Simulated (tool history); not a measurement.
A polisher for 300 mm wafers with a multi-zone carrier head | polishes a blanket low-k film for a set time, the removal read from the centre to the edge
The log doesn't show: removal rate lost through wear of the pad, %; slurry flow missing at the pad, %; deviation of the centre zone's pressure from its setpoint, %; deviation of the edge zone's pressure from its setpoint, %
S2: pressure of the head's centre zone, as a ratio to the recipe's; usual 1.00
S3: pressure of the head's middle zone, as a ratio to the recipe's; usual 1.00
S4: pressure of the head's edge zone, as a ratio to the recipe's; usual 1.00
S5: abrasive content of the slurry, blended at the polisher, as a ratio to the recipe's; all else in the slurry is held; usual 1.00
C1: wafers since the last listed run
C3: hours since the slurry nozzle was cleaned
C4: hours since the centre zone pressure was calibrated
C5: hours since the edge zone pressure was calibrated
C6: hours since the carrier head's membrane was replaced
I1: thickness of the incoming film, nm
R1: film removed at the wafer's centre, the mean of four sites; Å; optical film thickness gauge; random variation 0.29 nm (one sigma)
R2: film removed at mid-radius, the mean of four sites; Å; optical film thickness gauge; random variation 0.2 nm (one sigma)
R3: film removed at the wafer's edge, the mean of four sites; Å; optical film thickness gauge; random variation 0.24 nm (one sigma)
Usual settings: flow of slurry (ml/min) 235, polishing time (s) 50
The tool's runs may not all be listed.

run 1 hour=0.0 | flow_of_slurry_(ml/min)=280 S2=1.00 S3=0.89 S4=1.00 S5=1.00 polishing_time_(s)=50 | C1=0 wafers_polished_on_this_pad=1524 C3=372.9 C4=28.7 C5=282.5 C6=46.0 | I1=657.4 | R1=214 R2=207 R3=223
run 2 hour=50.3 | flow_of_slurry_(ml/min)=280 S2=1.00 S3=1.00 S4=1.00 S5=1.00 polishing_time_(s)=50 | C1=469 wafers_polished_on_this_pad=1993 C3=423.2 C4=79.0 C5=332.8 C6=96.3 | I1=665.9 | R1=214 R2=220 R3=216
run 3 hour=101.4 | flow_of_slurry_(ml/min)=235 S2=1.00 S3=1.00 S4=0.95 S5=1.00 polishing_time_(s)=68 | C1=477 wafers_polished_on_this_pad=2471 C3=474.3 C4=130.1 C5=383.9 C6=147.4 | I1=667.6 | R1=282 R2=299 R3=284
run 4 hour=153.3 | flow_of_slurry_(ml/min)=235 S2=1.00 S3=0.94 S4=0.96 S5=1.00 polishing_time_(s)=50 | C1=484 wafers_polished_on_this_pad=2956 C3=526.2 C4=182.0 C5=435.8 C6=199.3 | I1=662.1 | R1=205 R2=204 R3=212
run 5 hour=230.0 | flow_of_slurry_(ml/min)=235 S2=1.00 S3=1.00 S4=0.88 S5=1.00 polishing_time_(s)=57 | C1=716 wafers_polished_on_this_pad=3672 C3=602.9 C4=258.7 C5=512.5 C6=276.0 | I1=656.9 | R1=229 R2=242 R3=230
-- hour=290.0 edge zone pressure recalibrated
run 6 hour=336.0 | flow_of_slurry_(ml/min)=235 S2=1.00 S3=1.00 S4=1.00 S5=1.00 polishing_time_(s)=50 | C1=971 wafers_polished_on_this_pad=4644 C3=708.9 C4=364.7 C5=46.0 C6=382.0 | I1=653.4 | R1=201 R2=212 R3=208
-- hour=350.0 slurry nozzle cleaned
run 7 hour=399.2 | flow_of_slurry_(ml/min)=200 S2=1.00 S3=1.00 S4=0.94 S5=1.00 polishing_time_(s)=50 | C1=581 wafers_polished_on_this_pad=5225 C3=49.2 C4=427.9 C5=109.2 C6=445.2 | I1=665.2 | R1=196 R2=209 R3=201
run 8 hour=440.7 | flow_of_slurry_(ml/min)=235 S2=1.00 S3=1.04 S4=1.00 S5=0.75 polishing_time_(s)=50 | C1=387 wafers_polished_on_this_pad=5613 C3=90.7 C4=469.4 C5=150.7 C6=486.7 | I1=658.5 | R1=180 R2=195 R3=185
run 9 hour=535.7 | flow_of_slurry_(ml/min)=235 S2=1.00 S3=1.00 S4=1.00 S5=1.00 polishing_time_(s)=50 | C1=887 wafers_polished_on_this_pad=6501 C3=185.7 C4=564.4 C5=245.7 C6=581.7 | I1=658.8 | R1=197 R2=207 R3=205
-- hour=588.0 worn pad replaced by a new one
run 10 hour=594.1 | flow_of_slurry_(ml/min)=235 S2=1.00 S3=1.00 S4=1.00 S5=1.00 polishing_time_(s)=50 | C1=508 wafers_polished_on_this_pad=57 C3=244.1 C4=622.8 C5=304.1 C6=640.1 | I1=657.8 | R1=213 R2=225 R3=217
-- hour=619.2 centre zone pressure recalibrated
run 11 hour=669.0 | flow_of_slurry_(ml/min)=235 S2=1.00 S3=1.10 S4=0.90 S5=1.00 polishing_time_(s)=50 | C1=681 wafers_polished_on_this_pad=738 C3=319.0 C4=49.8 C5=379.0 C6=715.0 | I1=666.9 | R1=212 R2=241 R3=209
-- hour=708.1 carrier head's membrane replaced by a new one
run 12 hour=738.5 | flow_of_slurry_(ml/min)=260 S2=1.00 S3=1.00 S4=0.96 S5=1.00 polishing_time_(s)=50 | C1=602 wafers_polished_on_this_pad=1340 C3=388.5 C4=119.3 C5=448.5 C6=30.4 | I1=661.7 | R1=215 R2=226 R3=215
run 13 hour=786.0 | flow_of_slurry_(ml/min)=235 S2=1.00 S3=1.00 S4=1.00 S5=1.00 polishing_time_(s)=50 | C1=443 wafers_polished_on_this_pad=1784 C3=436.0 C4=166.8 C5=496.0 C6=77.9 | I1=654.2 | R1=212 R2=221 R3=219
run 14 hour=884.2 | flow_of_slurry_(ml/min)=235 S2=1.11 S3=0.93 S4=0.92 S5=1.00 polishing_time_(s)=38 | C1=917 wafers_polished_on_this_pad=2702 C3=534.2 C4=265.0 C5=594.2 C6=176.1 | I1=648.7 | R1=179 R2=156 R3=155
run 15 hour=943.8 | flow_of_slurry_(ml/min)=235 S2=1.00 S3=1.00 S4=1.00 S5=1.00 polishing_time_(s)=50 | C1=556 wafers_polished_on_this_pad=3259 C3=593.8 C4=324.6 C5=653.8 C6=235.7 | I1=658.9 | R1=208 R2=220 R3=210
run 16 hour=980.5 | flow_of_slurry_(ml/min)=235 S2=1.00 S3=1.10 S4=1.00 S5=1.00 polishing_time_(s)=50 | C1=342 wafers_polished_on_this_pad=3602 C3=630.5 C4=361.3 C5=690.5 C6=272.4 | I1=656.0 | R1=211 R2=233 R3=216
-- hour=1013.4 edge zone pressure recalibrated
-- hour=1062.8 slurry nozzle cleaned
run 17 hour=1084.3 | flow_of_slurry_(ml/min)=235 S2=1.00 S3=1.03 S4=1.00 S5=1.00 polishing_time_(s)=50 | C1=941 wafers_polished_on_this_pad=4543 C3=21.5 C4=465.1 C5=70.9 C6=376.2 | I1=662.2 | R1=201 R2=218 R3=210
run 18 hour=1151.8 | flow_of_slurry_(ml/min)=235 S2=0.95 S3=1.00 S4=1.00 S5=1.15 polishing_time_(s)=33 | C1=630 wafers_polished_on_this_pad=5174 C3=89.0 C4=532.6 C5=138.4 C6=443.7 | I1=655.1 | R1=133 R2=149 R3=147
run 19 hour=1215.1 | flow_of_slurry_(ml/min)=235 S2=1.00 S3=0.95 S4=1.00 S5=1.00 polishing_time_(s)=50 | C1=591 wafers_polished_on_this_pad=5765 C3=152.3 C4=595.9 C5=201.7 C6=507.0 | I1=651.5 | R1=202 R2=202 R3=209
-- hour=1257.5 worn pad replaced by a new one
run 20 hour=1275.5 | flow_of_slurry_(ml/min)=235 S2=1.00 S3=0.93 S4=0.91 S5=1.15 polishing_time_(s)=50 | C1=526 wafers_polished_on_this_pad=168 C3=212.7 C4=656.3 C5=262.1 C6=567.4 | I1=649.7 | R1=224 R2=223 R3=221

Forecast run 21:
-- hour=1306.1 centre zone pressure recalibrated
run 21 hour=1311.9 | flow_of_slurry_(ml/min)=235 S2=1.00 S3=1.00 S4=1.00 S5=1.00 polishing_time_(s)=50 | C1=321 wafers_polished_on_this_pad=489 C3=249.1 C4=5.8 C5=298.5 C6=603.8 | I1=659.3 | R1=? R2=? R3=?

R1: 207 Å
R2: 222 Å
R3: 218 Å
Without the tool's hidden state the same run would have given R1 210 Å, R2 225 Å, R3 222 Å.
